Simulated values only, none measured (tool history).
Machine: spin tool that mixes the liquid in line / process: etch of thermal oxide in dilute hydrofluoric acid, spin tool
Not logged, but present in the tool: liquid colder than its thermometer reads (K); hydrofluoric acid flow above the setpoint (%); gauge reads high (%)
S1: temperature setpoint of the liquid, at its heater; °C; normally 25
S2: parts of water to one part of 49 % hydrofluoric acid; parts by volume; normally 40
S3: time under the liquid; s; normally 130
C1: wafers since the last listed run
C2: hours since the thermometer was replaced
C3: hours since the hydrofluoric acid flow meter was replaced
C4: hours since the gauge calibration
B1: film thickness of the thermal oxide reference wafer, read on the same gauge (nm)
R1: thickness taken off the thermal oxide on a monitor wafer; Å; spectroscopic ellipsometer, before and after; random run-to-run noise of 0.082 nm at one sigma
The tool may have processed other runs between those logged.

run	hour	S1	S2	S3	C1	C2	C3	C4	B1	R1
1	0	25	40	130	0	587.7	1501.2	107.5	109.98	167.7
2	26.6	25	40	95	202	614.3	1527.8	134.1	110	123.1
3	56.5	25	40	85	227	644.2	1557.7	164	110	109.7
4	72.6	25	40	130	122	660.3	1573.8	180.1	110	168
5	85.2	25	40	130	96	672.9	1586.4	192.7	110.04	166.6
6	115.3	25	40	130	229	703	1616.5	222.8	109.99	168.2
7	138.3	25	40	130	175	726	1639.5	245.8	109.98	168.3
8	154.2	25	40	130	121	741.9	1655.4	261.7	109.99	166.2
9	183	24	40	130	219	770.7	1684.2	290.5	110	159.5
10	201.3	25	40	130	139	789	1702.5	308.8	109.99	165.7
# hour 204.4: thermometer replaced
11	291.1	25	40	130	677	86.7	1792.3	398.6	110.01	170.7
12	308.6	25	40	130	133	104.2	1809.8	416.1	110	171.7
13	323.7	24	40	130	115	119.3	1824.9	431.2	110	164.5
# hour 339.4: hydrofluoric acid flow meter replaced
# hour 340: gauge calibrated
14	340	25	40	200	116	135.6	0.6	0	110.02	263.5
15	364	25	40	130	182	159.6	24.6	24	110.02	171.5
16	390.1	28.5	40	130	199	185.7	50.7	50.1	109.99	196.1
17	407.7	20.5	40	130	134	203.3	68.3	67.7	110	142.2
18	434.5	25	20	105	204	230.1	95.1	94.5	110.03	284.5
19	498.9	29.5	50	60	491	294.5	159.5	158.9	109.99	74.9
20	511.5	29	55	155	96	307.1	172.1	171.5	110.04	170.4
21	532.2	25	40	105	157	327.8	192.8	192.2	109.97	137.1
22	547.7	25	40	130	118	343.3	208.3	207.7	110.03	170.6
23	566.2	25	40	130	141	361.8	226.8	226.2	109.97	170.8
24	622.8	30	25	130	431	418.4	283.4	282.8	110.03	336.3

3 options for the next run, each taken on its own from the tool as it stands now. Forecast them:
A	623.3	25	40	130	3	418.9	283.9	283.3	?	?
B	623.3	30	20	185	3	418.9	283.9	283.3	?	?
C	623.3	21.5	45	110	3	418.9	283.9	283.3	?	?

run	B1	R1
A	109.98	168.8
B	109.98	607.2
C	109.98	109
Had the tool no hidden state, the same runs would have come out as:
run	R1
A	172.9
B	621.6
C	111.7

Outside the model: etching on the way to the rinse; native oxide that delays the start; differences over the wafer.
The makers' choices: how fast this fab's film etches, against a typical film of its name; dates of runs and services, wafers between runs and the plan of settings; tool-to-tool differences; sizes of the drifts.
